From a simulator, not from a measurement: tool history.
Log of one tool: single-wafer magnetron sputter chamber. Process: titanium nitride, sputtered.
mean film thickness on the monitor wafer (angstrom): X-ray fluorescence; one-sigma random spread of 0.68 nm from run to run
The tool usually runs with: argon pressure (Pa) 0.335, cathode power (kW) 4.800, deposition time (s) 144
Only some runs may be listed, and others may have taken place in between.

run	hour	argon pressure (Pa)	cathode power (kW)	deposition time (s)	wafers since the last listed run	wafers on the sputter target	hours since the last manometer calibration	hours since the magnet pack was replaced	hours since the gauge calibration	read-back reference wafer on the same gauge, thickness_nm	mean film thickness on the monitor wafer (angstrom)
1	0.0	0.335	4.800	144	0	2062	2039.9	5789.1	436.8	101.970	1212.61
2	39.5	0.335	4.800	144	391	2454	2079.4	5828.6	476.3	102.196	1211.98
3	83.8	0.335	4.800	144	439	2893	2123.7	5872.9	520.6	102.371	1218.60
4	111.9	0.335	4.800	144	278	3172	2151.8	5901.0	548.7	102.424	1224.67
5	148.7	0.335	4.800	144	364	3537	2188.6	5937.8	585.5	102.636	1219.86
6	180.3	0.335	4.800	160	313	3850	2220.2	5969.4	617.1	102.653	1353.01
# hour 218.9: sputter target and shields replaced
7	246.7	0.335	4.800	160	579	275	2286.6	6035.8	683.5	102.960	1348.43
8	315.4	0.402	5.200	132	681	957	2355.3	6104.5	752.2	103.116	1167.28
# hour 329.7: capacitance manometer re-zeroed and calibrated
# hour 353.1: gauge calibrated
9	354.0	0.462	3.600	130	303	1260	24.3	6143.1	0.9	100.302	759.61
10	386.5	0.226	4.800	144	322	1582	56.8	6175.6	33.4	100.149	1250.34
# hour 406.5: magnet pack replaced
11	424.2	0.376	3.700	121	294	1877	94.5	17.7	71.1	100.593	758.83
12	494.7	0.462	3.600	130	699	2576	165.0	88.2	141.6	100.723	766.86
13	545.7	0.421	5.250	172	505	3082	216.0	139.2	192.6	100.875	1505.00
14	602.2	0.376	3.700	121	560	3642	272.5	195.7	249.1	101.182	764.58

State the hidden condition of the tool at each of the runs:
deposition rate above that of a new target (%): 0 at every run
true argon pressure above the setpoint (%): 0 at every run
H1: gauge reads high (%)
run	H1
1	1.96
2	2.12
3	2.3
4	2.41
5	2.56
6	2.68
7	2.95
8	3.22
9	0.206
10	0.336
11	0.487
12	0.769
13	0.973
14	1.2
